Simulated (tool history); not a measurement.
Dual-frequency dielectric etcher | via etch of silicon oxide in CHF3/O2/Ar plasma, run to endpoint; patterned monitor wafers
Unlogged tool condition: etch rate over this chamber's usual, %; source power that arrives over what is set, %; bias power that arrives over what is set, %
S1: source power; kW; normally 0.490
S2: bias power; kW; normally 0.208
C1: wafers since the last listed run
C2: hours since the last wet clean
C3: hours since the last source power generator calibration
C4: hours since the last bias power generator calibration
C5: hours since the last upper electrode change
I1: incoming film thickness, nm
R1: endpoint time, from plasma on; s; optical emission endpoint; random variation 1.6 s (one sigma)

run	hour	S1	S2	C1	C2	C3	C4	C5	I1	R1
1	0.0	0.490	0.176	0	135.4	3946.9	3074.7	1871.4	593.8	323.7
2	13.1	0.450	0.208	81	148.5	3960.0	3087.8	1884.5	590.5	308.0
3	21.7	0.450	0.208	53	157.1	3968.6	3096.4	1893.1	589.9	310.8
4	28.8	0.490	0.194	44	164.2	3975.7	3103.5	1900.2	593.4	309.7
5	35.8	0.490	0.194	43	171.2	3982.7	3110.5	1907.2	595.6	315.4
6	48.9	0.490	0.194	81	184.3	3995.8	3123.6	1920.3	590.8	311.4
7	58.5	0.400	0.208	59	193.9	4005.4	3133.2	1929.9	588.4	324.5
8	64.6	0.490	0.208	38	200.0	4011.5	3139.3	1936.0	591.9	299.6
9	112.5	0.490	0.208	298	247.9	4059.4	3187.2	1983.9	588.8	300.9
10	129.4	0.490	0.208	105	264.8	4076.3	3204.1	2000.8	586.9	295.4
11	139.7	0.490	0.208	64	275.1	4086.6	3214.4	2011.1	591.4	298.9
# hour 150.3: bias power generator calibrated
12	154.8	0.490	0.208	69	290.2	4101.7	4.5	2026.2	587.4	296.0
13	161.7	0.490	0.208	43	297.1	4108.6	11.4	2033.1	592.3	298.3
14	173.2	0.460	0.231	71	308.6	4120.1	22.9	2044.6	584.6	286.4
# hour 186.6: source power generator calibrated
15	189.1	0.490	0.247	74	324.5	2.5	38.8	2060.5	586.9	277.9
16	196.6	0.540	0.188	46	332.0	10.0	46.3	2068.0	590.1	296.5
17	214.6	0.370	0.208	112	350.0	28.0	64.3	2086.0	592.2	325.6
18	226.5	0.530	0.208	74	361.9	39.9	76.2	2097.9	595.2	286.2
19	234.5	0.490	0.208	49	369.9	47.9	84.2	2105.9	589.3	296.8
# hour 260.8: wet clean of the chamber
# hour 282.4: upper electrode replaced
20	282.9	0.560	0.169	17	22.1	96.3	132.6	0.5	585.6	311.4
21	283.3	0.610	0.191	2	22.5	96.7	133.0	0.9	589.1	288.0
22	283.7	0.610	0.191	2	22.9	97.1	133.4	1.3	593.3	291.1
23	284.5	0.590	0.243	4	23.7	97.9	134.2	2.1	588.8	266.1
24	294.1	0.490	0.208	59	33.3	107.5	143.8	11.7	591.7	306.2
25	311.0	0.430	0.180	105	50.2	124.4	160.7	28.6	596.5	342.6
26	319.8	0.400	0.226	54	59.0	133.2	169.5	37.4	594.5	316.6

What will run 27 give?
27	336.2	0.490	0.208	102	75.4	149.6	185.9	53.8	596.1	?

R1: 304.0 s
With no hidden state in the tool, this same run would have given R1 309.2 s.
